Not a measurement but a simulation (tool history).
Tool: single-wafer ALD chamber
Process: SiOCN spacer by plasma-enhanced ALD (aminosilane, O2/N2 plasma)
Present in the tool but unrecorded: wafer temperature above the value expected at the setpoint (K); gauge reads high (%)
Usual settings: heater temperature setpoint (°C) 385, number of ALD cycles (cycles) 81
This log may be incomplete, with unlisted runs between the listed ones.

| run | day | heater temperature setpoint (°C) | number of ALD cycles (cycles) | wafers since the last listed run | hours since the last thermocouple change | hours since the gauge calibration | read-back reference wafer on the same gauge, thickness_nm | mean film thickness on the monitor wafer (Å) |
|---|---|---|---|---|---|---|---|---|
| 1 | 0 | 385 | 81 | 0 | 2311.1 | 155.2 | 4.776 | 45.23 |
| 2 | 0.371 | 385 | 81 | 37 | 2320 | 164.1 | 4.782 | 45.2 |
| 3 | 0.679 | 385 | 81 | 31 | 2327.4 | 171.5 | 4.776 | 45.05 |
| 4 | 1.346 | 385 | 81 | 67 | 2343.4 | 187.5 | 4.775 | 45.09 |
| 5 | 1.954 | 385 | 81 | 61 | 2358 | 202.1 | 4.781 | 45.47 |
| 6 | 2.288 | 385 | 71 | 33 | 2366 | 210.1 | 4.782 | 39.64 |
| 7 | 2.708 | 385 | 71 | 42 | 2376.1 | 220.2 | 4.778 | 39.63 |
| 8 | 3.125 | 385 | 71 | 42 | 2386.1 | 230.2 | 4.782 | 39.79 |
| 9 | 3.629 | 385 | 81 | 50 | 2398.2 | 242.3 | 4.777 | 45.37 |
| 10 | 4.192 | 385 | 69 | 56 | 2411.7 | 255.8 | 4.783 | 38.45 |
| 11 | 4.888 | 385 | 69 | 70 | 2428.4 | 272.5 | 4.781 | 38.49 |
| 12 | 5.588 | 385 | 69 | 70 | 2445.2 | 289.3 | 4.781 | 38.61 |
| 13 | 6.229 | 385 | 86 | 64 | 2460.6 | 304.7 | 4.777 | 48.01 |
| 14 | 6.654 | 385 | 86 | 42 | 2470.8 | 314.9 | 4.777 | 48.06 |
| 15 | 7.592 | 385 | 88 | 94 | 2493.3 | 337.4 | 4.777 | 49.05 |
| 16 | 9.262 | 396 | 87 | 168 | 2533.4 | 377.5 | 4.779 | 48.66 |
| 17 | 9.65 | 385 | 81 | 39 | 2542.7 | 386.8 | 4.781 | 45.23 |
| 18 | 10.125 | 385 | 81 | 47 | 2554.1 | 398.2 | 4.776 | 45.26 |
| 19 | 10.662 | 385 | 71 | 54 | 2567 | 411.1 | 4.787 | 39.62 |
| 20 | 11.196 | 385 | 71 | 53 | 2579.8 | 423.9 | 4.782 | 39.81 |
| 21 | 11.479 | 398 | 88 | 28 | 2586.6 | 430.7 | 4.781 | 49.05 |
|  | 11.808 | gauge calibrated |
|  | 12.25 | thermocouple changed; heater temperature recalibrated |
| 22 | 12.271 | 385 | 81 | 46 | 0.5 | 11.1 | 4.781 | 45.35 |
| 23 | 12.425 | 376 | 74 | 15 | 4.2 | 14.8 | 4.779 | 41.18 |
| 24 | 12.796 | 385 | 81 | 37 | 13.1 | 23.7 | 4.778 | 45.11 |
| 25 | 13.142 | 400 | 75 | 34 | 21.4 | 32 | 4.785 | 41.57 |
| 26 | 13.65 | 370 | 89 | 51 | 33.6 | 44.2 | 4.783 | 49.58 |
| 27 | 14.279 | 395 | 81 | 63 | 48.7 | 59.3 | 4.779 | 45.24 |
| 28 | 15.45 | 394 | 86 | 118 | 76.8 | 87.4 | 4.779 | 48.01 |
| 29 | 17.5 | 385 | 90 | 207 | 126 | 136.6 | 4.784 | 50.16 |

Here are 4 independent what-if runs from the current tool condition. What would each one return?
| A | 17.525 | 385 | 81 | 2 | 126.6 | 137.2 | ? | ? |
| B | 17.525 | 376 | 81 | 2 | 126.6 | 137.2 | ? | ? |
| C | 17.525 | 381 | 81 | 2 | 126.6 | 137.2 | ? | ? |
| D | 17.525 | 379 | 88 | 2 | 126.6 | 137.2 | ? | ? |

| run | read-back reference wafer on the same gauge, thickness_nm | mean film thickness on the monitor wafer (Å) |
|---|---|---|
| A | 4.778 | 45.21 |
| B | 4.778 | 45.21 |
| C | 4.778 | 45.21 |
| D | 4.778 | 49.11 |
The same runs, with their run-to-run variation unchanged, on a tool lacking any hidden condition would have given:
| run | mean film thickness on the monitor wafer (Å) |
|---|---|
| A | 45.21 |
| B | 45.21 |
| C | 45.21 |
| D | 49.11 |
